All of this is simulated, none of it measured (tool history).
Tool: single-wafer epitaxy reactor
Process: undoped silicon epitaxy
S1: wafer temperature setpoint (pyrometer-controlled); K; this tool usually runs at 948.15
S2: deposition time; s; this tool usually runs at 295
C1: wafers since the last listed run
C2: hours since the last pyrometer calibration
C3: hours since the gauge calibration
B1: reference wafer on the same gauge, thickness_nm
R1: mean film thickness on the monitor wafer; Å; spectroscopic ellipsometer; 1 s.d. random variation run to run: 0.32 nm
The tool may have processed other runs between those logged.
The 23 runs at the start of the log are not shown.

run    hour      S1   S2   C1      C2      C3      B1       R1
 24  2000.4  948.15  245  557   476.6   380.5  96.854   704.46
 25  2098.4  963.15  332  750   574.6   478.5  96.903  1293.01
 26  2168.9  942.15  335  540   645.1   549.0  96.700   857.59
 27  2272.8  956.15  295  795   749.0   652.9  96.728  1002.99
 28  2360.7  948.15  295  673   836.9   740.8  96.720   859.32
 29  2429.4  940.15  273  526   905.6   809.5  96.866   675.88
 30  2514.8  948.15  295  654   991.0   894.9  96.907   863.58
 31  2552.1  960.15  295  285  1028.3   932.2  96.819  1094.94
 32  2616.5  948.15  295  493  1092.7   996.6  96.879   865.20
 33  2709.3  942.15  273  710  1185.5  1089.4  96.741   704.06
 34  2795.6  956.15  353  661  1271.8  1175.7  96.848  1218.37
 35  2888.1  956.15  339  708  1364.3  1268.2  96.851  1174.22
 36  2955.5  943.15  280  516  1431.7  1335.6  96.839   744.95
 37  3024.5  956.15  280  528  1500.7  1404.6  96.614   970.64
 38  3088.2  958.15  334  487  1564.4  1468.3  97.024  1201.19
 39  3164.0  948.15  295  580  1640.2  1544.1  96.661   860.95
 40  3226.2  948.15  295  476  1702.4  1606.3  96.754   864.55
 41  3293.2  956.15  316  513  1769.4  1673.3  96.804  1098.74
 42  3366.6  948.15  295  562  1842.8  1746.7  97.015   872.09

Predict each of these 4 candidate next runs independently; none follows another, all start after run 42:
  A  3367.1  948.15  295   3  1843.3  1747.2   ?   ?
  B  3367.1  960.15  319   3  1843.3  1747.2   ?   ?
  C  3367.1  958.15  347   3  1843.3  1747.2   ?   ?
  D  3367.1  948.15  343   3  1843.3  1747.2   ?   ?

run      B1       R1
  A  97.040   873.29
  B  97.040  1200.39
  C  97.040  1255.09
  D  97.040  1015.39
Had the tool no hidden state, the same runs would have come out as:
run       R1
  A   839.48
  B  1155.03
  C  1207.47
  D   976.07

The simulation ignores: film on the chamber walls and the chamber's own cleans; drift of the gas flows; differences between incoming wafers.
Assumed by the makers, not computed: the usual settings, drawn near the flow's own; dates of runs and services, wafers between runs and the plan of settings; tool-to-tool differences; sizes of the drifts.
